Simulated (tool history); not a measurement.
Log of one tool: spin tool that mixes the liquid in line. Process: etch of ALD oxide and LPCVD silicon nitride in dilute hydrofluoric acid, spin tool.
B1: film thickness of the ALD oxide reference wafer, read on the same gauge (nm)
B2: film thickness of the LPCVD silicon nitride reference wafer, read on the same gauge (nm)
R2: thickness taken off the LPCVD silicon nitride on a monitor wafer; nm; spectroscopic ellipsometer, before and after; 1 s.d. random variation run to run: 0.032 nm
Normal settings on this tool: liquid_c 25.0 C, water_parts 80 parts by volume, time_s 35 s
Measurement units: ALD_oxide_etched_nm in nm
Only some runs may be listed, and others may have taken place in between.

Run 1, hour 0.0: usual settings but liquid_c 22.0 C, water_parts 50 parts by volume; B1 100.00; B2 30.003. Result: ALD_oxide_etched_nm 15.46 nm, R2 0.235 nm.
Run 2, hour 9.0: usual settings but liquid_c 22.0 C, water_parts 50 parts by volume; B1 100.01; B2 29.990. Result: ALD_oxide_etched_nm 15.59 nm, R2 0.303 nm.
Run 3, hour 15.6: usual settings but liquid_c 22.0 C, water_parts 50 parts by volume; B1 100.02; B2 30.007. Result: ALD_oxide_etched_nm 15.52 nm, R2 0.277 nm.
Run 4, hour 30.5: usual settings; B1 100.00; B2 30.021. Result: ALD_oxide_etched_nm 10.58 nm, R2 0.204 nm.
Run 5, hour 44.8: usual settings; B1 100.01; B2 29.995. Result: ALD_oxide_etched_nm 10.38 nm, R2 0.208 nm.
Run 6, hour 61.1: usual settings; B1 99.99; B2 29.995. Result: ALD_oxide_etched_nm 10.47 nm, R2 0.211 nm.
Run 7, hour 71.5: usual settings; B1 99.98; B2 29.998. Result: ALD_oxide_etched_nm 10.35 nm, R2 0.278 nm.
Run 8, hour 80.3: usual settings; B1 100.02; B2 30.002. Result: ALD_oxide_etched_nm 10.49 nm, R2 0.213 nm.
Run 9, hour 97.6: usual settings; B1 99.96; B2 29.998. Result: ALD_oxide_etched_nm 10.45 nm, R2 0.206 nm.
Run 10, hour 109.4: usual settings; B1 100.03; B2 29.986. Result: ALD_oxide_etched_nm 10.43 nm, R2 0.171 nm.
Run 11, hour 127.1: usual settings but water_parts 105 parts by volume, time_s 50 s; B1 99.99; B2 30.025. Result: ALD_oxide_etched_nm 10.88 nm, R2 0.225 nm.
At hour 135.1: gauge calibrated.
Run 12, hour 135.4: usual settings but liquid_c 22.5 C; B1 99.99; B2 30.005. Result: ALD_oxide_etched_nm 9.44 nm, R2 0.153 nm.
Run 13, hour 152.9: usual settings but liquid_c 21.5 C, time_s 50 s; B1 100.01; B2 29.982. Result: ALD_oxide_etched_nm 12.95 nm, R2 0.182 nm.
At hour 156.9: hydrofluoric acid flow meter replaced.
Run 14, hour 161.6: usual settings but liquid_c 27.0 C, time_s 15 s; B1 99.98; B2 29.993. Result: ALD_oxide_etched_nm 5.18 nm, R2 0.096 nm.
Run 15, hour 170.0: usual settings; B1 100.03; B2 30.007. Result: ALD_oxide_etched_nm 11.25 nm, R2 0.241 nm.
At hour 216.5: thermometer replaced.
Run 16, hour 220.7: usual settings but liquid_c 28.5 C, water_parts 45 parts by volume, time_s 50 s; B1 99.99; B2 29.989. Result: ALD_oxide_etched_nm 34.57 nm, R2 0.721 nm.
Run 17, hour 227.6: usual settings but liquid_c 28.5 C, water_parts 60 parts by volume, time_s 15 s; B1 100.00; B2 30.005. Result: ALD_oxide_etched_nm 7.50 nm, R2 0.186 nm.
Run 18, hour 240.0: usual settings; B1 99.98; B2 30.017. Result: ALD_oxide_etched_nm 11.23 nm, R2 0.171 nm.
Run 19, hour 259.9: usual settings but liquid_c 21.0 C; B1 100.01; B2 29.992. Result: ALD_oxide_etched_nm 9.40 nm, R2 0.183 nm.
Run 20, hour 275.8: usual settings; B1 100.00; B2 29.998. Result: ALD_oxide_etched_nm 10.94 nm, R2 0.192 nm.
Run 21, hour 292.8: usual settings but liquid_c 27.5 C, water_parts 45 parts by volume, time_s 20 s; B1 100.02; B2 30.002. Result: ALD_oxide_etched_nm 13.02 nm, R2 0.276 nm.
Run 22, hour 302.8: usual settings but time_s 55 s; B1 99.99; B2 29.992. Result: ALD_oxide_etched_nm 17.61 nm, R2 0.438 nm.
Run 23, hour 312.0: usual settings; B1 99.98; B2 30.004. Result: ALD_oxide_etched_nm 11.15 nm, R2 0.238 nm.
Run 24, hour 322.1: usual settings but liquid_c 21.5 C, water_parts 60 parts by volume, time_s 40 s; B1 99.98; B2 30.008. Result: ALD_oxide_etched_nm 15.05 nm, R2 0.262 nm.

5 options for the next run, each taken on its own from the tool as it stands now. Forecast them:
Run A, hour 322.5: usual settings but water_parts 45 parts by volume; B1 ?; B2 ?. Result: ALD_oxide_etched_nm ?, R2 ?.
Run B, hour 322.5: usual settings but liquid_c 22.0 C, water_parts 120 parts by volume, time_s 25 s; B1 ?; B2 ?. Result: ALD_oxide_etched_nm ?, R2 ?.
Run C, hour 322.5: usual settings but liquid_c 23.0 C, water_parts 65 parts by volume; B1 ?; B2 ?. Result: ALD_oxide_etched_nm ?, R2 ?.
Run D, hour 322.5: usual settings but water_parts 95 parts by volume, time_s 50 s; B1 ?; B2 ?. Result: ALD_oxide_etched_nm ?, R2 ?.
Run E, hour 322.5: usual settings but liquid_c 27.5 C, water_parts 65 parts by volume, time_s 30 s; B1 ?; B2 ?. Result: ALD_oxide_etched_nm ?, R2 ?.

run      B1      B2  ALD_oxide_etched_nm     R2
  A  100.00  30.001                20.66  0.439
  B  100.00  30.001                 4.45  0.098
  C  100.00  30.001                12.83  0.267
  D  100.00  30.001                13.07  0.300
  E  100.00  30.001                13.17  0.309
With no hidden state in the tool, these same runs would have given:
run  ALD_oxide_etched_nm     R2
  A                21.31  0.451
  B                 4.60  0.101
  C                13.24  0.275
  D                13.50  0.309
  E                13.60  0.318

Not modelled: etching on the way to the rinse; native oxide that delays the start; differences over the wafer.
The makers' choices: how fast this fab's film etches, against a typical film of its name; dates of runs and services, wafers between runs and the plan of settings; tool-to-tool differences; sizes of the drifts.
